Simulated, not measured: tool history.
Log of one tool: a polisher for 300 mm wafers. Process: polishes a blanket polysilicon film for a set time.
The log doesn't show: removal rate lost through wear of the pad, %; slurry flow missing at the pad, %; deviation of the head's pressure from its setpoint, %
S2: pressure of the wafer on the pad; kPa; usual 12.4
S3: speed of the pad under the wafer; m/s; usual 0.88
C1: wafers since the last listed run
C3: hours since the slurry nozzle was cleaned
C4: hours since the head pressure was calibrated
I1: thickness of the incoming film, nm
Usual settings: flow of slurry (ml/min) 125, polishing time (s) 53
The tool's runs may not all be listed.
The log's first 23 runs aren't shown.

{"run": 24, "hour": 1652.5, "flow of slurry (ml/min)": 165, "S2": 12.4, "S3": 0.74, "polishing time (s)": 53, "C1": 840, "wafers polished on this pad": 4490, "C3": 146.6, "C4": 250.8, "I1": 1020.6, "film removed (angstrom)": 2260}
{"hour": 1659.5, "done": "worn pad replaced by a new one"}
{"run": 25, "hour": 1740.5, "flow of slurry (ml/min)": 135, "S2": 12.4, "S3": 0.88, "polishing time (s)": 53, "C1": 938, "wafers polished on this pad": 904, "C3": 234.6, "C4": 338.8, "I1": 1000, "film removed (angstrom)": 2539}
{"run": 26, "hour": 1799.9, "flow of slurry (ml/min)": 85, "S2": 12.4, "S3": 0.88, "polishing time (s)": 53, "C1": 663, "wafers polished on this pad": 1568, "C3": 294, "C4": 398.2, "I1": 1020.2, "film removed (angstrom)": 2234}
{"run": 27, "hour": 1867.0, "flow of slurry (ml/min)": 125, "S2": 12.4, "S3": 1.12, "polishing time (s)": 53, "C1": 749, "wafers polished on this pad": 2318, "C3": 361.1, "C4": 465.3, "I1": 1002.1, "film removed (angstrom)": 3082}
{"run": 28, "hour": 1921.5, "flow of slurry (ml/min)": 125, "S2": 12.4, "S3": 0.88, "polishing time (s)": 53, "C1": 609, "wafers polished on this pad": 2927, "C3": 415.6, "C4": 519.8, "I1": 996.3, "film removed (angstrom)": 2490}
{"run": 29, "hour": 1984.9, "flow of slurry (ml/min)": 125, "S2": 12.4, "S3": 1.06, "polishing time (s)": 53, "C1": 708, "wafers polished on this pad": 3636, "C3": 479, "C4": 583.2, "I1": 1015.2, "film removed (angstrom)": 2867}
{"run": 30, "hour": 2054.6, "flow of slurry (ml/min)": 160, "S2": 13.8, "S3": 0.88, "polishing time (s)": 53, "C1": 779, "wafers polished on this pad": 4415, "C3": 548.7, "C4": 652.9, "I1": 1007.8, "film removed (angstrom)": 2853}
{"hour": 2150.4, "done": "worn pad replaced by a new one"}
{"run": 31, "hour": 2155.7, "flow of slurry (ml/min)": 160, "S2": 13.8, "S3": 0.88, "polishing time (s)": 71, "C1": 1085, "wafers polished on this pad": 59, "C3": 649.8, "C4": 754, "I1": 1015.1, "film removed (angstrom)": 3861}
{"run": 32, "hour": 2226.6, "flow of slurry (ml/min)": 125, "S2": 12.4, "S3": 1.08, "polishing time (s)": 53, "C1": 792, "wafers polished on this pad": 852, "C3": 720.7, "C4": 824.9, "I1": 1014.9, "film removed (angstrom)": 2918}

3 ways to go on from here, each from the tool as it stands after run 32. What would each give?
{"run": "A", "hour": 2227.0, "flow of slurry (ml/min)": 125, "S2": 12.4, "S3": 0.88, "polishing time (s)": 69, "C1": 4, "wafers polished on this pad": 856, "C3": 721.1, "C4": 825.3, "I1": 1010.6, "film removed (angstrom)": "?"}
{"run": "B", "hour": 2227.0, "flow of slurry (ml/min)": 110, "S2": 12.4, "S3": 0.88, "polishing time (s)": 53, "C1": 4, "wafers polished on this pad": 856, "C3": 721.1, "C4": 825.3, "I1": 1010.6, "film removed (angstrom)": "?"}
{"run": "C", "hour": 2227.0, "flow of slurry (ml/min)": 140, "S2": 15.9, "S3": 0.88, "polishing time (s)": 61, "C1": 4, "wafers polished on this pad": 856, "C3": 721.1, "C4": 825.3, "I1": 1010.6, "film removed (angstrom)": "?"}

run=A film_removed_(angstrom)=3144
run=B film_removed_(angstrom)=2340
run=C film_removed_(angstrom)=3643
Without the tool's hidden state the same runs would have given:
run=A film_removed_(angstrom)=3278
run=B film_removed_(angstrom)=2451
run=C film_removed_(angstrom)=3782
